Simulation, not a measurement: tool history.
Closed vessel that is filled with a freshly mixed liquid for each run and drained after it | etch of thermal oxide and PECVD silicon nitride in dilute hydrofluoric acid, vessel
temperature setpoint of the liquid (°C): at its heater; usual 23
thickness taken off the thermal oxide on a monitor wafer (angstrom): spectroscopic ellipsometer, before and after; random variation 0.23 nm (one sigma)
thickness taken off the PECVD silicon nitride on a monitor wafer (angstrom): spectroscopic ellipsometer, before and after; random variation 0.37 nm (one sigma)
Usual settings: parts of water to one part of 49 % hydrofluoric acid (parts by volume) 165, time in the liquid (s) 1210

run   hour  temperature setpoint of the liquid (°C)  parts of water to one part of 49 % hydrofluoric acid (parts by volume)  time in the liquid (s)  read-back film thickness of the thermal oxide reference wafer, read on the same gauge (nm)  read-back film thickness of the PECVD silicon nitride reference wafer, read on the same gauge (nm)  thickness taken off the thermal oxide on a monitor wafer (angstrom)  thickness taken off the PECVD silicon nitride on a monitor wafer (angstrom)
  1      0                                       23                                                                     165                    1210                                                                                       90.01                                                                                               59.99                                                                297.9                                                                        396.3
  2     12                                       23                                                                     165                    1210                                                                                       89.97                                                                                               60.01                                                                302.3                                                                        393.8
  3   23.7                                       23                                                                     165                    1210                                                                                       89.99                                                                                               59.97                                                                297.4                                                                        390.4
  4   36.7                                       23                                                                     165                    1210                                                                                       90.04                                                                                               60.02                                                                301.9                                                                        398.4
      46.9  -- hydrofluoric acid flow meter replaced
  5   51.7                                       23                                                                     165                    1210                                                                                       90.03                                                                                               60.03                                                                  301                                                                        396.1
  6     64                                       23                                                                     165                    1210                                                                                       89.97                                                                                               60.02                                                                303.4                                                                          384
  7   76.4                                       23                                                                     165                    1210                                                                                          90                                                                                               60.03                                                                  303                                                                        397.1
  8   86.9                                       23                                                                     165                    1210                                                                                       89.98                                                                                               60.02                                                                300.6                                                                          394
  9  101.6                                       23                                                                     165                    1210                                                                                       89.99                                                                                               60.02                                                                301.2                                                                          388
 10  114.4                                       23                                                                     165                    1210                                                                                       89.99                                                                                               59.98                                                                299.5                                                                        393.6
     132.5  -- thermometer replaced
 11    133                                       20                                                                     110                    1210                                                                                       90.01                                                                                                  60                                                                428.7                                                                        475.9
 12  149.4                                       23                                                                     130                    1890                                                                                       90.01                                                                                               60.02                                                                620.3                                                                        773.2
     152.5  -- gauge calibrated
 13    165                                       23                                                                     165                    1210                                                                                       89.96                                                                                               59.96                                                                295.9                                                                        394.6
 14  178.6                                     27.5                                                                      95                    1625                                                                                       90.02                                                                                                  60                                                                903.5                                                                         1230
 15  189.2                                       27                                                                     165                    1745                                                                                       89.97                                                                                                  60                                                                503.9                                                                          738
 16  203.6                                       19                                                                     105                    1530                                                                                       89.99                                                                                               60.02                                                                539.7                                                                          599
 17  214.9                                       25                                                                     165                    1210                                                                                          90                                                                                               59.99                                                                323.3                                                                        442.3
 18    221                                       23                                                                     165                    1210                                                                                       89.98                                                                                               59.98                                                                  300                                                                        382.9
 19  233.9                                       19                                                                     210                     530                                                                                       90.03                                                                                               59.99                                                                 83.8                                                                        106.1
 20  258.7                                       23                                                                     225                     800                                                                                       90.04                                                                                               59.98                                                                137.6                                                                        190.8
 21  266.7                                       19                                                                     235                    1665                                                                                       89.97                                                                                                  60                                                                  233                                                                        293.6
 22  280.9                                       23                                                                     165                    1210                                                                                       90.03                                                                                               59.99                                                                  296                                                                        384.9
 23  298.4                                       23                                                                     165                    1210                                                                                       89.97                                                                                               60.01                                                                301.8                                                                        385.7
 24  307.5                                       23                                                                     190                     890                                                                                       90.01                                                                                                  60                                                                187.4                                                                        251.1
 25  317.4                                       20                                                                     135                    1860                                                                                       89.99                                                                                                  60                                                                518.4                                                                        599.1
 26  323.6                                       23                                                                     165                    1210                                                                                       90.02                                                                                                  60                                                                295.8                                                                          388

4 ways to go on from here, each from the tool as it stands after run 26. What would each give?
  A  324.6                                     24.5                                                                     165                    1210                                                                                           ?                                                                                                   ?                                                                    ?                                                                            ?
  B  324.6                                       27                                                                     220                     710                                                                                           ?                                                                                                   ?                                                                    ?                                                                            ?
  C  324.6                                     20.5                                                                     140                    1430                                                                                           ?                                                                                                   ?                                                                    ?                                                                            ?
  D  324.6                                     24.5                                                                     165                     865                                                                                           ?                                                                                                   ?                                                                    ?                                                                            ?

run  read-back film thickness of the thermal oxide reference wafer, read on the same gauge (nm)  read-back film thickness of the PECVD silicon nitride reference wafer, read on the same gauge (nm)  thickness taken off the thermal oxide on a monitor wafer (angstrom)  thickness taken off the PECVD silicon nitride on a monitor wafer (angstrom)
  A                                                                                       89.98                                                                                                  60                                                                321.3                                                                        430.3
  B                                                                                       89.98                                                                                                  60                                                                145.6                                                                        221.5
  C                                                                                       89.98                                                                                                  60                                                                  394                                                                        460.3
  D                                                                                       89.98                                                                                                  60                                                                229.7                                                                        307.6
Without the tool's hidden state the same runs would have given:
run  thickness taken off the thermal oxide on a monitor wafer (angstrom)  thickness taken off the PECVD silicon nitride on a monitor wafer (angstrom)
  A                                                                321.3                                                                        430.3
  B                                                                145.6                                                                        221.5
  C                                                                  394                                                                        460.3
  D                                                                229.7                                                                        307.6
